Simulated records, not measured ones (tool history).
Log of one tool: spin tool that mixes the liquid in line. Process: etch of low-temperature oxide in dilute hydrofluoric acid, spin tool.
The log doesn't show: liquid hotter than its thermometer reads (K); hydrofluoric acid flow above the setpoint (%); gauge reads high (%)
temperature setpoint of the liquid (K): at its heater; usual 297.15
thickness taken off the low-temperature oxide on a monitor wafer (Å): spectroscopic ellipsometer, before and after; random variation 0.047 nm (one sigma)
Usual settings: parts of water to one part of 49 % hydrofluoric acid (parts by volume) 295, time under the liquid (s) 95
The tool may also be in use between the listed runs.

run    hour  temperature setpoint of the liquid (K)  parts of water to one part of 49 % hydrofluoric acid (parts by volume)  time under the liquid (s)  wafers since the last listed run  hours since the thermometer was replaced  hours since the hydrofluoric acid flow meter was replaced  hours since the gauge calibration  read-back film thickness of the low-temperature oxide reference wafer, read on the same gauge (nm)  thickness taken off the low-temperature oxide on a monitor wafer (Å)
  1       0                                  297.15                                                                     250                         95                                 0                                    2231.6                                                      835.5                              264.6                                                                                              138.18                                                                 113.2
  2    47.8                                  297.15                                                                     250                         95                               485                                    2279.4                                                      883.3                              312.4                                                                                              137.91                                                                 111.9
  3   100.2                                  297.15                                                                     250                         95                               532                                    2331.8                                                      935.7                              364.8                                                                                              137.61                                                                 111.2
  4   154.6                                  297.15                                                                     225                         65                               552                                    2386.2                                                      990.1                              419.2                                                                                               137.3                                                                  87.1
  5   185.8                                  295.15                                                                     415                         95                               317                                    2417.4                                                     1021.3                              450.4                                                                                              137.13                                                                  53.5
      215.5  -- hydrofluoric acid flow meter replaced
  6   247.7                                  295.15                                                                     415                         95                               618                                    2479.3                                                       32.2                              512.3                                                                                              136.83                                                                  53.9
  7   283.4                                  295.15                                                                     415                         95                               362                                      2515                                                       67.9                                548                                                                                              136.66                                                                  54.1
  8   307.8                                  297.15                                                                     295                         95                               247                                    2539.4                                                       92.3                              572.4                                                                                              136.56                                                                  89.9
  9   357.6                                  301.15                                                                     440                        135                               505                                    2589.2                                                      142.1                              622.2                                                                                              136.34                                                                  84.6
 10   421.5                                  297.15                                                                     295                         95                               649                                    2653.1                                                        206                              686.1                                                                                              136.07                                                                  89.4
 11   451.3                                  297.15                                                                     295                         95                               302                                    2682.9                                                      235.8                              715.9                                                                                              135.99                                                                  90.6
        486  -- thermometer replaced
 12   580.8                                  300.65                                                                     295                         95                              1305                                      94.8                                                      365.3                              845.4                                                                                               135.5                                                                 101.1
 13   626.2                                  297.15                                                                     255                         40                               461                                     140.2                                                      410.7                              890.8                                                                                              135.34                                                                    45
 14   674.5                                  297.15                                                                     445                         95                               490                                     188.5                                                        459                              939.1                                                                                               135.2                                                                  51.3
 15     717                                  297.15                                                                     150                        110                               431                                       231                                                      501.5                              981.6                                                                                               135.1                                                                 235.4
 16   772.7                                  297.15                                                                     295                         95                               565                                     286.7                                                      557.2                             1037.3                                                                                              134.93                                                                  89.3
 17   818.8                                  300.15                                                                     225                         95                               468                                     332.8                                                      603.3                             1083.4                                                                                               134.8                                                                 139.3
 18   858.6                                  298.65                                                                     205                        130                               404                                     372.6                                                      643.1                             1123.2                                                                                              134.67                                                                 203.2
 19   891.5                                  295.15                                                                     415                         95                               334                                     405.5                                                        676                             1156.1                                                                                              134.61                                                                  52.8
 20   943.9                                  292.65                                                                     295                         95                               532                                     457.9                                                      728.4                             1208.5                                                                                               134.5                                                                    76
 21   969.3                                  301.15                                                                     345                         95                               258                                     483.3                                                      753.8                             1233.9                                                                                              134.44                                                                  82.2
 22   999.4                                  297.15                                                                     295                         95                               305                                     513.4                                                      783.9                               1264                                                                                              134.36                                                                  88.3
 23  1060.4                                  293.65                                                                     295                         75                               619                                     574.4                                                      844.9                               1325                                                                                              134.25                                                                  61.6
 24  1116.9                                  295.65                                                                     295                         95                               574                                     630.9                                                      901.4                             1381.5                                                                                              134.14                                                                  83.8
 25  1172.6                                  294.65                                                                     295                         95                               565                                     686.6                                                      957.1                             1437.2                                                                                              134.03                                                                  81.1
 26  1198.8                                  297.15                                                                     295                        145                               266                                     712.8                                                      983.3                             1463.4                                                                                              133.97                                                                 135.1
     1210.3  -- hydrofluoric acid flow meter replaced
 27  1226.7                                  295.15                                                                     295                         70                               273                                     740.7                                                       16.4                             1491.3                                                                                              133.94                                                                  60.6
 28  1279.7                                  300.65                                                                     295                        145                               538                                     793.7                                                       69.4                             1544.3                                                                                              133.85                                                                   151
 29    1326                                  294.15                                                                     385                         75                               470                                       840                                                      115.7                             1590.6                                                                                              133.76                                                                  44.2
 30  1354.4                                  297.15                                                                     150                        120                               288                                     868.4                                                      144.1                               1619                                                                                              133.71                                                                 254.2
 31  1420.3                                  294.15                                                                     295                         95                               669                                     934.3                                                        210                             1684.9                                                                                              133.64                                                                  78.9

Hidden state or all else? Some run-to-run changes of thickness taken off the low-temperature oxide on a monitor wafer (Å), split into what the settings, what came in and random variation would give without the hidden state, and what is left for the hidden state (with any gauge scatter that isn't in both results):
Run 14 -> 15: parts of water to one part of 49 % hydrofluoric acid (parts by volume) 445 -> 150, time under the liquid (s) 95 -> 110. thickness taken off the low-temperature oxide on a monitor wafer (Å) +184.1: hidden state -6.8, all else +190.9.
Run 29 -> 30: temperature setpoint of the liquid (K) 294.15 -> 297.15, parts of water to one part of 49 % hydrofluoric acid (parts by volume) 385 -> 150, time under the liquid (s) 75 -> 120. thickness taken off the low-temperature oxide on a monitor wafer (Å) +210: hidden state -9.9, all else +219.9.
Run 30 -> 31: temperature setpoint of the liquid (K) 297.15 -> 294.15, parts of water to one part of 49 % hydrofluoric acid (parts by volume) 150 -> 295, time under the liquid (s) 120 -> 95. thickness taken off the low-temperature oxide on a monitor wafer (Å) -175.3: hidden state +8.2, all else -183.5.
